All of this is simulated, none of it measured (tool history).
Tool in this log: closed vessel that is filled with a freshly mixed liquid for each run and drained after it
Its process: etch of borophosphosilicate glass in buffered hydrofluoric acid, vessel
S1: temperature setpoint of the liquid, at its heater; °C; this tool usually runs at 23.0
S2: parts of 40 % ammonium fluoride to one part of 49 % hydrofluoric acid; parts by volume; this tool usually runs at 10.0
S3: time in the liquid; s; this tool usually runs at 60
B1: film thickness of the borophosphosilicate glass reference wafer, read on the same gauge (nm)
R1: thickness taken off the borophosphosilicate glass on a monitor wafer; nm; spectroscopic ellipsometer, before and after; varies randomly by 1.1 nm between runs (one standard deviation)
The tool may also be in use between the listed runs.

| run | hour | S1 | S2 | S3 | B1 | R1 |
|---|---|---|---|---|---|---|
| 1 | 0.0 | 23.0 | 10.0 | 60 | 130.02 | 119.16 |
| 2 | 29.3 | 23.0 | 10.0 | 60 | 129.99 | 117.72 |
| 3 | 60.9 | 23.0 | 10.0 | 60 | 130.00 | 119.71 |
| 4 | 147.5 | 23.0 | 10.0 | 60 | 130.01 | 119.40 |
| 5 | 213.1 | 23.0 | 10.0 | 45 | 130.01 | 90.27 |
| 6 | 264.1 | 23.0 | 10.0 | 45 | 129.99 | 89.55 |
| 7 | 295.5 | 23.0 | 10.0 | 45 | 130.00 | 90.58 |
| 8 | 329.9 | 23.0 | 10.0 | 60 | 129.96 | 120.92 |
| 9 | 359.7 | 23.0 | 10.0 | 60 | 130.00 | 122.97 |
| 10 | 386.6 | 23.0 | 10.0 | 60 | 129.98 | 124.55 |
|  | 403.0 | thermometer replaced |
| 11 | 419.1 | 23.0 | 10.0 | 60 | 130.01 | 114.29 |
| 12 | 445.7 | 23.0 | 10.0 | 60 | 129.98 | 115.10 |
| 13 | 514.6 | 23.0 | 10.0 | 60 | 129.99 | 115.24 |
|  | 541.9 | hydrofluoric acid flow meter replaced |
| 14 | 552.1 | 27.5 | 11.5 | 35 | 130.00 | 75.92 |
|  | 724.7 | gauge calibrated |
| 15 | 753.7 | 23.0 | 10.0 | 60 | 130.04 | 117.37 |
| 16 | 825.0 | 18.5 | 8.5 | 45 | 129.97 | 78.50 |

For run 17, what comes out?
| 17 | 865.5 | 25.5 | 10.0 | 60 | ? | ? |

Run 17 gave B1 130.01, R1 138.38 nm.
Take away the tool's hidden state, keep the run-to-run variation as it was, and the same run would have given R1 130.03 nm.
